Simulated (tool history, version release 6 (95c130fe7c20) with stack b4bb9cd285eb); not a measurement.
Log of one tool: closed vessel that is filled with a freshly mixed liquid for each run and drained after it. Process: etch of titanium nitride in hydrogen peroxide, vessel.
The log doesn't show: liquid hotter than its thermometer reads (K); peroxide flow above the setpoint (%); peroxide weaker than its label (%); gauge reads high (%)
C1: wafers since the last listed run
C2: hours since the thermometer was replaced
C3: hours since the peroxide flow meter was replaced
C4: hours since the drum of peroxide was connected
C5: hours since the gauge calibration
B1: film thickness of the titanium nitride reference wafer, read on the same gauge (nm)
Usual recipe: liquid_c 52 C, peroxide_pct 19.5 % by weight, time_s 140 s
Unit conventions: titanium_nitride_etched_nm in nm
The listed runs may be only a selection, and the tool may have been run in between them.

{"run": 1, "hour": 0.0, "liquid_c": 52, "peroxide_pct": 19.5, "time_s": 140, "C1": 0, "C2": 1883.2, "C3": 1784.7, "C4": 289.9, "C5": 22.2, "B1": 39.97, "titanium_nitride_etched_nm": 10.04}
{"run": 2, "hour": 8.6, "liquid_c": 52, "peroxide_pct": 19.5, "time_s": 140, "C1": 1072, "C2": 1891.8, "C3": 1793.3, "C4": 298.5, "C5": 30.8, "B1": 40.03, "titanium_nitride_etched_nm": 10.04}
{"run": 3, "hour": 18.2, "liquid_c": 52, "peroxide_pct": 19.5, "time_s": 140, "C1": 1197, "C2": 1901.4, "C3": 1802.9, "C4": 308.1, "C5": 40.4, "B1": 39.98, "titanium_nitride_etched_nm": 10.1}
{"run": 4, "hour": 25.6, "liquid_c": 52, "peroxide_pct": 19.5, "time_s": 140, "C1": 923, "C2": 1908.8, "C3": 1810.3, "C4": 315.5, "C5": 47.8, "B1": 40, "titanium_nitride_etched_nm": 10.08}
{"run": 5, "hour": 43.2, "liquid_c": 59.5, "peroxide_pct": 19.5, "time_s": 110, "C1": 2195, "C2": 1926.4, "C3": 1827.9, "C4": 333.1, "C5": 65.4, "B1": 40, "titanium_nitride_etched_nm": 13.35}
{"hour": 56.2, "done": "thermometer replaced"}
{"run": 6, "hour": 57.0, "liquid_c": 59.5, "peroxide_pct": 19.5, "time_s": 110, "C1": 1596, "C2": 0.8, "C3": 1841.7, "C4": 346.9, "C5": 79.2, "B1": 40, "titanium_nitride_etched_nm": 10.88}
{"run": 7, "hour": 68.6, "liquid_c": 59.5, "peroxide_pct": 19.5, "time_s": 110, "C1": 1447, "C2": 12.4, "C3": 1853.3, "C4": 358.5, "C5": 90.8, "B1": 40, "titanium_nitride_etched_nm": 11.07}
{"run": 8, "hour": 75.2, "liquid_c": 52, "peroxide_pct": 19.5, "time_s": 140, "C1": 823, "C2": 19, "C3": 1859.9, "C4": 365.1, "C5": 97.4, "B1": 40, "titanium_nitride_etched_nm": 8.28}
{"run": 9, "hour": 81.6, "liquid_c": 58.5, "peroxide_pct": 22.5, "time_s": 140, "C1": 798, "C2": 25.4, "C3": 1866.3, "C4": 371.5, "C5": 103.8, "B1": 40.02, "titanium_nitride_etched_nm": 13.46}
{"hour": 102.6, "done": "gauge calibrated"}
{"run": 10, "hour": 102.9, "liquid_c": 47.5, "peroxide_pct": 15.5, "time_s": 105, "C1": 2657, "C2": 46.7, "C3": 1887.6, "C4": 392.8, "C5": 0.3, "B1": 39.98, "titanium_nitride_etched_nm": 4.32}
{"hour": 110.3, "done": "peroxide flow meter replaced"}
{"run": 11, "hour": 110.8, "liquid_c": 48, "peroxide_pct": 19.5, "time_s": 215, "C1": 860, "C2": 54.6, "C3": 0.5, "C4": 400.7, "C5": 8.2, "B1": 40.01, "titanium_nitride_etched_nm": 9.57}
{"run": 12, "hour": 123.8, "liquid_c": 58.5, "peroxide_pct": 14.5, "time_s": 90, "C1": 1621, "C2": 67.6, "C3": 13.5, "C4": 413.7, "C5": 21.2, "B1": 40, "titanium_nitride_etched_nm": 7.94}
{"hour": 130.6, "done": "new drum of peroxide connected"}
{"run": 13, "hour": 131.1, "liquid_c": 46, "peroxide_pct": 16, "time_s": 140, "C1": 785, "C2": 74.9, "C3": 20.8, "C4": 0.5, "C5": 28.5, "B1": 39.98, "titanium_nitride_etched_nm": 5.19}
{"run": 14, "hour": 143.7, "liquid_c": 52, "peroxide_pct": 13.5, "time_s": 210, "C1": 1571, "C2": 87.5, "C3": 33.4, "C4": 13.1, "C5": 41.1, "B1": 39.94, "titanium_nitride_etched_nm": 11.64}
{"run": 15, "hour": 156.1, "liquid_c": 52, "peroxide_pct": 19.5, "time_s": 140, "C1": 1546, "C2": 99.9, "C3": 45.8, "C4": 25.5, "C5": 53.5, "B1": 40, "titanium_nitride_etched_nm": 8.34}
{"run": 16, "hour": 171.2, "liquid_c": 52, "peroxide_pct": 19.5, "time_s": 140, "C1": 1883, "C2": 115, "C3": 60.9, "C4": 40.6, "C5": 68.6, "B1": 40.01, "titanium_nitride_etched_nm": 8.34}

How would selected steps in titanium_nitride_etched_nm from run to run divide? Give the signed amount a tool lacking its hidden state would still show from settings, what came in and random variation, and the signed amount left for the hidden state, including any gauge scatter that is not in both of the compared results.
Run 5 -> 6: thermometer replaced. titanium_nitride_etched_nm -2.47 nm: hidden state -2.32, all else -0.15.
Run 9 -> 10: liquid_c 58.5 -> 47.5, peroxide_pct 22.5 -> 15.5, time_s 140 -> 105, gauge calibrated. titanium_nitride_etched_nm -9.14 nm: hidden state -0.09, all else -9.05.
